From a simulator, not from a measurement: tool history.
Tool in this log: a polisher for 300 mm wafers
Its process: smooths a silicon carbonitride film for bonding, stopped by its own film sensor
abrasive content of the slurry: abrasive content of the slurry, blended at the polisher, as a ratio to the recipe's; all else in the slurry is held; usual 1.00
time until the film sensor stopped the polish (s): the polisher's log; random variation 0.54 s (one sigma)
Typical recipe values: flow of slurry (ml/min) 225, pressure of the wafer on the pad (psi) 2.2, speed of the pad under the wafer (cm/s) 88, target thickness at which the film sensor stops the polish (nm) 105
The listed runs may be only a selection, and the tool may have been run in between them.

run     day  flow of slurry (ml/min)  pressure of the wafer on the pad (psi)  speed of the pad under the wafer (cm/s)  abrasive content of the slurry  target thickness at which the film sensor stops the polish (nm)  incoming thickness of the incoming film, nm  time until the film sensor stopped the polish (s)
  1   0.000                      225                                     2.2                                       88                            1.00                                                              105                                        120.9                                               58.4
      2.167  -- head pressure recalibrated
      2.300  -- slurry blender recalibrated
  2   2.638                      225                                     2.2                                       88                            1.00                                                              105                                        117.5                                               45.0
  3   5.600                      225                                     2.2                                       88                            1.00                                                              105                                        118.7                                               48.9
  4   8.246                      225                                     2.2                                       88                            1.00                                                              105                                        120.6                                               56.2
  5  11.158                      225                                     2.2                                       88                            1.00                                                              105                                        119.1                                               52.6
     14.312  -- worn pad replaced by a new one
  6  15.233                      225                                     2.2                                      112                            1.00                                                              105                                        119.4                                               43.1
     16.212  -- slurry nozzle cleaned
  7  18.846                      225                                     2.2                                       88                            1.00                                                              105                                        118.8                                               51.1
     19.612  -- slurry blender recalibrated
  8  22.200                      225                                     2.2                                       88                            1.00                                                              105                                        118.1                                               47.0
  9  25.142                      225                                     2.2                                       88                            1.00                                                              105                                        120.2                                               54.3
 10  26.912                      225                                     2.2                                      110                            1.00                                                              105                                        121.7                                               50.4
 11  29.792                      225                                     2.2                                       88                            1.00                                                              105                                        119.8                                               53.7
     32.033  -- worn pad replaced by a new one
     33.392  -- slurry nozzle cleaned
 12  33.938                      225                                     2.2                                       88                            1.00                                                              105                                        120.4                                               56.5
 13  35.821                      225                                     2.2                                       88                            1.00                                                              105                                        121.2                                               60.1
     37.383  -- head pressure recalibrated
     37.679  -- slurry blender recalibrated
 14  37.700                      225                                     2.2                                       88                            1.00                                                              105                                        122.0                                               59.4
 15  41.900                      225                                     2.2                                       88                            1.00                                                              105                                        122.3                                               61.4
 16  45.571                      245                                     2.7                                      116                            1.00                                                              101                                        120.4                                               45.6
 17  48.888                      225                                     2.2                                      112                            0.75                                                              105                                        119.1                                               51.3
     49.767  -- worn pad replaced by a new one
 18  52.267                      225                                     2.2                                       88                            1.00                                                              105                                        120.2                                               56.0
     53.362  -- slurry nozzle cleaned
     56.404  -- slurry blender recalibrated
 19  56.425                      225                                     2.2                                       76                            1.00                                                              108                                        119.3                                               45.0
 20  59.742                      225                                     2.2                                       96                            1.00                                                              108                                        117.9                                               32.9
     70.254  -- worn pad replaced by a new one
 21  70.542                      225                                     1.7                                       88                            1.00                                                              109                                        120.3                                               53.3
     71.196  -- slurry nozzle cleaned
     74.142  -- head pressure recalibrated
 22  74.800                      225                                     1.7                                       88                            1.00                                                              105                                        122.3                                               83.0
     76.254  -- slurry blender recalibrated
 23  77.688                      225                                     1.8                                       80                            1.00                                                              105                                        119.3                                               66.5
 24  81.450                      225                                     2.2                                       88                            1.00                                                              105                                        118.7                                               49.5
 25  84.296                      180                                     2.2                                      100                            1.10                                                              105                                        120.0                                               48.0
 26  86.888                      190                                     2.2                                       66                            0.80                                                              108                                        119.7                                               62.9
     88.162  -- slurry nozzle cleaned
     88.908  -- worn pad replaced by a new one
 27  89.933                      225                                     2.2                                       88                            1.00                                                              108                                        119.0                                               39.6
 28  93.200                      225                                     2.9                                       88                            1.00                                                              105                                        121.8                                               47.7
     95.296  -- slurry blender recalibrated
 29  96.888                      225                                     2.2                                       88                            0.80                                                              105                                        119.8                                               59.9

Forecast each of these 3 alternatives for the next run:
  A  96.904                      225                                     2.2                                       88                            1.00                                                              105                                        119.8                                                  ?
  B  96.904                      180                                     2.2                                       88                            1.00                                                              101                                        119.8                                                  ?
  C  96.904                      145                                     2.2                                       88                            1.20                                                              105                                        119.8                                                  ?

run  time until the film sensor stopped the polish (s)
  A                                               52.3
  B                                               68.7
  C                                               51.4
With the hidden condition removed and each run's random variation left untouched, the same runs would have given:
run  time until the film sensor stopped the polish (s)
  A                                               52.0
  B                                               68.3
  C                                               51.2
